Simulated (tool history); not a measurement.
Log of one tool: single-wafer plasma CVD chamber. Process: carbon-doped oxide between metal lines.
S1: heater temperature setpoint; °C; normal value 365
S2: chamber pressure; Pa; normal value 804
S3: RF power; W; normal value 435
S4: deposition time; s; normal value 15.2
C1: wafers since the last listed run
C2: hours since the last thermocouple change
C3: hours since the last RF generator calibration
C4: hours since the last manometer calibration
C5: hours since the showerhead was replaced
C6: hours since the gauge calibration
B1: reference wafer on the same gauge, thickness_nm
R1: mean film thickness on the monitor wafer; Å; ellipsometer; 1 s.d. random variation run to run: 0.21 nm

run   hour   S1   S2   S3    S4   C1      C2      C3      C4      C5     C6      B1      R1
  1    0.0  365  804  435  15.2    0  2092.5  2282.7  2408.1  4548.3  196.3  82.180  668.09
  2   17.7  365  804  435  15.2  421  2110.2  2300.4  2425.8  4566.0  214.0  82.280  666.10
  3   25.3  365  804  435  15.2  180  2117.8  2308.0  2433.4  4573.6  221.6  82.178  664.79
  4   36.2  365  804  435  15.2  259  2128.7  2318.9  2444.3  4584.5  232.5  82.190  664.15
      54.1  -- thermocouple changed; heater temperature recalibrated
  5   54.6  365  804  435  14.4  247     0.5  2337.3  2462.7  4602.9  250.9  82.314  631.77
      63.8  -- showerhead replaced
  6   64.3  365  804  435  15.2   40    10.2  2347.0  2472.4     0.5  260.6  82.200  663.54
  7   64.7  365  804  435  15.2    9    10.6  2347.4  2472.8     0.9  261.0  82.208  666.10
  8   75.6  365  804  435  15.2  259    21.5  2358.3  2483.7    11.8  271.9  82.255  665.46
      85.0  -- capacitance manometer re-zeroed and calibrated
      87.6  -- RF generator calibrated
  9   95.9  380  996  485  12.2  231    41.8     8.3    10.9    32.1  292.2  82.221  616.73
      96.6  -- gauge calibrated
 10  102.3  365  971  435  17.2  152    48.2    14.7    17.3    38.5    5.7  82.224  822.75
 11  108.7  365  804  435  15.2  152    54.6    21.1    23.7    44.9   12.1  82.176  716.72
 12  124.6  365  715  520  13.4  378    70.5    37.0    39.6    60.8   28.0  82.273  698.19
 13  132.8  365  804  435  15.2  195    78.7    45.2    47.8    69.0   36.2  82.191  715.99
 14  144.2  365  804  515  12.7  271    90.1    56.6    59.2    80.4   47.6  82.190  679.29
 15  151.8  365  804  435  17.3  180    97.7    64.2    66.8    88.0   55.2  82.174  811.98
 16  168.6  375  995  435  18.1  400   114.5    81.0    83.6   104.8   72.0  82.201  847.27
 17  176.5  365  804  435  15.2  188   122.4    88.9    91.5   112.7   79.9  82.114  713.19
 18  193.0  365  804  435  15.2  392   138.9   105.4   108.0   129.2   96.4  82.316  710.92
 19  200.9  365  804  435  15.2  188   146.8   113.3   115.9   137.1  104.3  82.195  713.17
 20  217.7  365  721  435  16.8  400   163.6   130.1   132.7   153.9  121.1  82.235  767.50
 21  227.3  361  857  435  15.2  228   173.2   139.7   142.3   163.5  130.7  82.336  726.86
 22  240.9  365  660  435  15.2  323   186.8   153.3   155.9   177.1  144.3  82.178  686.35
 23  251.7  365  804  435  15.2  257   197.6   164.1   166.7   187.9  155.1  82.318  710.45
 24  266.4  365  804  435  12.3  350   212.3   178.8   181.4   202.6  169.8  82.238  578.60
 25  272.4  365  868  435  15.2  142   218.3   184.8   187.4   208.6  175.8  82.189  719.54
 26  280.3  365  804  435  15.2  188   226.2   192.7   195.3   216.5  183.7  82.238  710.82
 27  321.3  360  976  485  13.9  976   267.2   233.7   236.3   257.5  224.7  82.261  732.62
 28  338.6  365  804  435  15.2  411   284.5   251.0   253.6   274.8  242.0  82.105  712.51

5 ways to go on from here, each from the tool as it stands after run 28. What would each give?
  A  339.0  365  804  435  15.2   9  284.9  251.4  254.0  275.2  242.4   ?   ?
  B  339.0  360  804  465  15.2   9  284.9  251.4  254.0  275.2  242.4   ?   ?
  C  339.0  356  988  435  15.2   9  284.9  251.4  254.0  275.2  242.4   ?   ?
  D  339.0  357  804  435  15.2   9  284.9  251.4  254.0  275.2  242.4   ?   ?
  E  339.0  365  804  435  12.8   9  284.9  251.4  254.0  275.2  242.4   ?   ?

run      B1      R1
  A  82.278  711.12
  B  82.278  761.15
  C  82.278  746.76
  D  82.278  727.84
  E  82.278  600.58
What these runs would have given with no unlogged condition in the tool:
run      R1
  A  716.32
  B  765.97
  C  752.23
  D  733.17
  E  604.98
